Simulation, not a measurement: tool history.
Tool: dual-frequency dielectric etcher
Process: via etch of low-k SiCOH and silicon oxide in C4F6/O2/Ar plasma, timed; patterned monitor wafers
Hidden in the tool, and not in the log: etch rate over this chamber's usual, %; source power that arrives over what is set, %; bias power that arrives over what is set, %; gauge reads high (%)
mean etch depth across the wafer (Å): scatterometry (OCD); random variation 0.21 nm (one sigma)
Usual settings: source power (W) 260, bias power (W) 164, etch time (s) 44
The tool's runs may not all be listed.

run	day	source power (W)	bias power (W)	etch time (s)	wafers since the last listed run	hours since the last wet clean	hours since the last source power generator calibration	hours since the last bias power generator calibration	hours since the last upper electrode change	hours since the gauge calibration	read-back reference wafer on the same gauge, depth_nm	mean etch depth across the wafer (Å)
1	0	240	164	44	0	503.4	144.5	1038.4	1891.7	724	75.9	814
# day 3.296: wet clean of the chamber
2	3.317	240	164	44	375	0.5	224.1	1118	1971.3	803.6	76	817
3	14.892	240	164	44	1875	278.3	501.9	1395.8	2249.1	1081.4	75.9	820
4	18.688	260	164	35	615	369.4	593	1486.9	2340.2	1172.5	76	670
5	22.933	260	164	35	688	471.3	694.9	1588.8	2442.1	1274.4	76	671
# day 25.412: wet clean of the chamber
6	25.433	260	195	44	243	0.5	754.9	1648.8	2502.1	1334.4	76	885
7	29.333	260	164	44	632	94.1	848.5	1742.4	2595.7	1428	76	845
# day 30.092: bias power generator calibrated
# day 33.092: upper electrode replaced
8	33.112	210	164	44	423	184.8	939.2	72.5	0.5	1518.7	76	779
# day 33.496: gauge calibrated
9	41.933	310	190	55	1429	396.5	1150.9	284.2	212.2	202.5	76.1	1163
# day 44.65: wet clean of the chamber
10	44.671	260	198	53	281	0.5	1216.6	349.9	277.9	268.2	76	1071
11	48.438	300	202	48.5	610	90.9	1307	440.3	368.3	358.6	76	1038
# day 49.358: source power generator calibrated
12	52.879	200	146	44	692	197.5	84.5	546.9	474.9	465.2	76	740
13	56.612	220	138	44	605	287.1	174.1	636.5	564.5	554.8	76	754
14	60.379	240	164	44	610	377.5	264.5	726.9	654.9	645.2	76	817
15	62.958	300	202	48.5	418	439.4	326.4	788.8	716.8	707.1	76	1035

The same runs without the tool's hidden state, with the same run-to-run variation:
run	mean etch depth across the wafer (Å)
1	807
2	810
3	810
4	662
5	663
6	873
7	833
8	776
9	1157
10	1065
11	1032
12	735
13	748
14	811
15	1026
